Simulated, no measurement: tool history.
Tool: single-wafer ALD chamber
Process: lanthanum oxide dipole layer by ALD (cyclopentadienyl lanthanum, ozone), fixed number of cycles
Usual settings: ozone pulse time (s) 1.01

| run | day | ozone pulse time (s) | wafers since the last listed run | hours since the last thermocouple change | hours since the last ozone generator service | hours since the showerhead was replaced | hours since the gauge calibration | read-back reference wafer on the same gauge, thickness_nm | mean film thickness on the monitor wafer (angstrom) |
|---|---|---|---|---|---|---|---|---|---|
| 1 | 0 | 1.01 | 0 | 970.1 | 626.9 | 3588.1 | 216 | 0.474 | 4.55 |
| 2 | 0.925 | 0.86 | 245 | 992.3 | 649.1 | 3610.3 | 238.2 | 0.474 | 4.08 |
| 3 | 1.571 | 0.86 | 171 | 1007.8 | 664.6 | 3625.8 | 253.7 | 0.474 | 4.02 |
| 4 | 2.525 | 0.84 | 253 | 1030.7 | 687.5 | 3648.7 | 276.6 | 0.474 | 3.94 |
| 5 | 3.467 | 0.84 | 249 | 1053.3 | 710.1 | 3671.3 | 299.2 | 0.474 | 3.94 |
| 6 | 4.471 | 0.87 | 266 | 1077.4 | 734.2 | 3695.4 | 323.3 | 0.474 | 4.11 |
| 7 | 5.421 | 0.87 | 252 | 1100.2 | 757 | 3718.2 | 346.1 | 0.473 | 4.06 |
| 8 | 6.521 | 0.87 | 291 | 1126.6 | 783.4 | 3744.6 | 372.5 | 0.473 | 4.09 |
| 9 | 7.517 | 0.74 | 264 | 1150.5 | 807.3 | 3768.5 | 396.4 | 0.474 | 3.37 |
| 10 | 8.888 | 1.13 | 363 | 1183.4 | 840.2 | 3801.4 | 429.3 | 0.475 | 4.82 |
|  | 9.233 | ozone generator serviced |
| 11 | 10.279 | 1.13 | 280 | 1216.8 | 25.1 | 3834.8 | 462.7 | 0.474 | 4.64 |
| 12 | 11.525 | 1.26 | 330 | 1246.7 | 55 | 3864.7 | 492.6 | 0.474 | 4.87 |
| 13 | 12.504 | 1.26 | 259 | 1270.2 | 78.5 | 3888.2 | 516.1 | 0.474 | 4.86 |
| 14 | 13.246 | 1.01 | 196 | 1288 | 96.3 | 3906 | 533.9 | 0.474 | 4.31 |
| 15 | 14.329 | 1.01 | 287 | 1314 | 122.3 | 3932 | 559.9 | 0.474 | 4.29 |
| 16 | 15.725 | 1.01 | 370 | 1347.5 | 155.8 | 3965.5 | 593.4 | 0.474 | 4.29 |
| 17 | 16.808 | 1.01 | 287 | 1373.5 | 181.8 | 3991.5 | 619.4 | 0.474 | 4.26 |
|  | 16.9 | gauge calibrated |
| 18 | 17.5 | 0.64 | 183 | 1390.1 | 198.4 | 4008.1 | 14.4 | 0.474 | 2.38 |
|  | 18.625 | ozone generator serviced, repeated, since the last time left the tool worse |
| 19 | 18.646 | 1.22 | 215 | 1417.6 | 0.5 | 4035.6 | 41.9 | 0.474 | 5.1 |
| 20 | 21.529 | 1.2 | 764 | 1486.8 | 69.7 | 4104.8 | 111.1 | 0.473 | 5.07 |
| 21 | 22.933 | 0.88 | 372 | 1520.5 | 103.4 | 4138.5 | 144.8 | 0.473 | 4.31 |
| 22 | 24.333 | 0.79 | 371 | 1554.1 | 137 | 4172.1 | 178.4 | 0.474 | 3.9 |
| 23 | 24.983 | 1.41 | 172 | 1569.7 | 152.6 | 4187.7 | 194 | 0.473 | 5.28 |
| 24 | 26.267 | 0.69 | 340 | 1600.5 | 183.4 | 4218.5 | 224.8 | 0.474 | 3.26 |
| 25 | 26.912 | 1.24 | 171 | 1616 | 198.9 | 4234 | 240.3 | 0.473 | 5.11 |
|  | 27.992 | thermocouple changed; heater temperature recalibrated |
| 26 | 28.067 | 1.01 | 217 | 1.8 | 226.6 | 4261.7 | 268 | 0.474 | 4.69 |
| 27 | 29.438 | 0.66 | 363 | 34.7 | 259.5 | 4294.6 | 300.9 | 0.474 | 3 |
|  | 32.062 | showerhead replaced |
| 28 | 32.183 | 0.78 | 640 | 100.6 | 325.4 | 2.9 | 366.8 | 0.474 | 3.76 |
| 29 | 33.288 | 1.01 | 292 | 127.1 | 351.9 | 29.4 | 393.3 | 0.474 | 4.66 |
| 30 | 34.417 | 1.13 | 299 | 154.2 | 379 | 56.5 | 420.4 | 0.474 | 4.92 |
| 31 | 35.017 | 0.75 | 159 | 168.6 | 393.4 | 70.9 | 434.8 | 0.475 | 3.59 |
| 32 | 39.475 | 0.73 | 1182 | 275.6 | 500.4 | 177.9 | 541.8 | 0.473 | 3.41 |
| 33 | 40.821 | 1.28 | 357 | 307.9 | 532.7 | 210.2 | 574.1 | 0.474 | 5.1 |
| 34 | 41.862 | 1.01 | 276 | 332.9 | 557.7 | 235.2 | 599.1 | 0.473 | 4.62 |

Forecast each of these 4 alternatives for the next run:
| A | 41.879 | 1.01 | 4 | 333.3 | 558.1 | 235.6 | 599.5 | ? | ? |
| B | 41.879 | 1.33 | 4 | 333.3 | 558.1 | 235.6 | 599.5 | ? | ? |
| C | 41.879 | 1.27 | 4 | 333.3 | 558.1 | 235.6 | 599.5 | ? | ? |
| D | 41.879 | 1.19 | 4 | 333.3 | 558.1 | 235.6 | 599.5 | ? | ? |

| run | read-back reference wafer on the same gauge, thickness_nm | mean film thickness on the monitor wafer (angstrom) |
|---|---|---|
| A | 0.474 | 4.6 |
| B | 0.474 | 5.16 |
| C | 0.474 | 5.09 |
| D | 0.474 | 4.98 |
Without the tool's hidden state the same runs would have given:
| run | mean film thickness on the monitor wafer (angstrom) |
|---|---|
| A | 4.77 |
| B | 5.25 |
| C | 5.2 |
| D | 5.1 |
